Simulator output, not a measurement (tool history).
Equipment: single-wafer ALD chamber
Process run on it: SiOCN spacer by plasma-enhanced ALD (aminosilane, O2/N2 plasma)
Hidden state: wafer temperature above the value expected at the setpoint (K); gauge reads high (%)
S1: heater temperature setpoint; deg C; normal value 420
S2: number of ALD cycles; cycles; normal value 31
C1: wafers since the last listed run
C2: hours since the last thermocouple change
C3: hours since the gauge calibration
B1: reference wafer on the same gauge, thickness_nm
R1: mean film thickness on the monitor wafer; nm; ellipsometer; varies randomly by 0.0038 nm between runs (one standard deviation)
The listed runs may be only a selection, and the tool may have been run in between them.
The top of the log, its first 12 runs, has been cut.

Run 13, day 13.238: usual settings; C1 157; C2 792.3; C3 608.7; B1 1.336. Result: R1 1.651 nm.
Run 14, day 14.229: usual settings; C1 192; C2 816.1; C3 632.5; B1 1.334. Result: R1 1.659 nm.
Run 15, day 15.012: usual settings; C1 152; C2 834.9; C3 651.3; B1 1.334. Result: R1 1.662 nm.
Run 16, day 16.362: usual settings but S1 433 deg C, S2 37 cycles; C1 261; C2 867.3; C3 683.7; B1 1.335. Result: R1 1.892 nm.
Run 17, day 17.750: usual settings but S1 412 deg C; C1 269; C2 900.6; C3 717.0; B1 1.336. Result: R1 1.713 nm.
Run 18, day 18.883: usual settings; C1 219; C2 927.8; C3 744.2; B1 1.335. Result: R1 1.665 nm.
Run 19, day 20.096: usual settings but S2 27 cycles; C1 235; C2 956.9; C3 773.3; B1 1.337. Result: R1 1.451 nm.
Run 20, day 21.267: usual settings; C1 227; C2 985.0; C3 801.4; B1 1.337. Result: R1 1.660 nm.
At day 21.633: thermocouple changed; heater temperature recalibrated.
Run 21, day 21.808: usual settings but S2 26 cycles; C1 40; C2 4.2; C3 814.4; B1 1.336. Result: R1 1.395 nm.
Run 22, day 23.042: usual settings but S1 409 deg C; C1 239; C2 33.8; C3 844.0; B1 1.337. Result: R1 1.730 nm.
At day 23.879: gauge calibrated.
Run 23, day 24.529: usual settings; C1 288; C2 69.5; C3 15.6; B1 1.320. Result: R1 1.634 nm.
Run 24, day 25.883: usual settings; C1 262; C2 102.0; C3 48.1; B1 1.321. Result: R1 1.633 nm.
Run 25, day 27.346: usual settings but S1 433 deg C, S2 28 cycles; C1 283; C2 137.1; C3 83.2; B1 1.321. Result: R1 1.409 nm.
Run 26, day 28.829: usual settings but S1 406 deg C, S2 26 cycles; C1 287; C2 172.7; C3 118.8; B1 1.321. Result: R1 1.451 nm.
Run 27, day 29.333: usual settings but S1 428 deg C, S2 35 cycles; C1 97; C2 184.8; C3 130.9; B1 1.320. Result: R1 1.801 nm.
Run 28, day 30.817: usual settings but S1 426 deg C, S2 27 cycles; C1 287; C2 220.4; C3 166.5; B1 1.323. Result: R1 1.401 nm.
Run 29, day 31.721: usual settings but S1 424 deg C, S2 28 cycles; C1 175; C2 242.1; C3 188.2; B1 1.323. Result: R1 1.463 nm.

Run 30, settings as shown, results not yet in. Your forecast:
Run 30, day 32.612: usual settings but S2 33 cycles; C1 173; C2 263.5; C3 209.6; B1 ?. Result: R1 ?.

B1: 1.323
R1: 1.750 nm
With the hidden condition absent and the run-to-run variation left alone, this run would have shown R1 1.746 nm.

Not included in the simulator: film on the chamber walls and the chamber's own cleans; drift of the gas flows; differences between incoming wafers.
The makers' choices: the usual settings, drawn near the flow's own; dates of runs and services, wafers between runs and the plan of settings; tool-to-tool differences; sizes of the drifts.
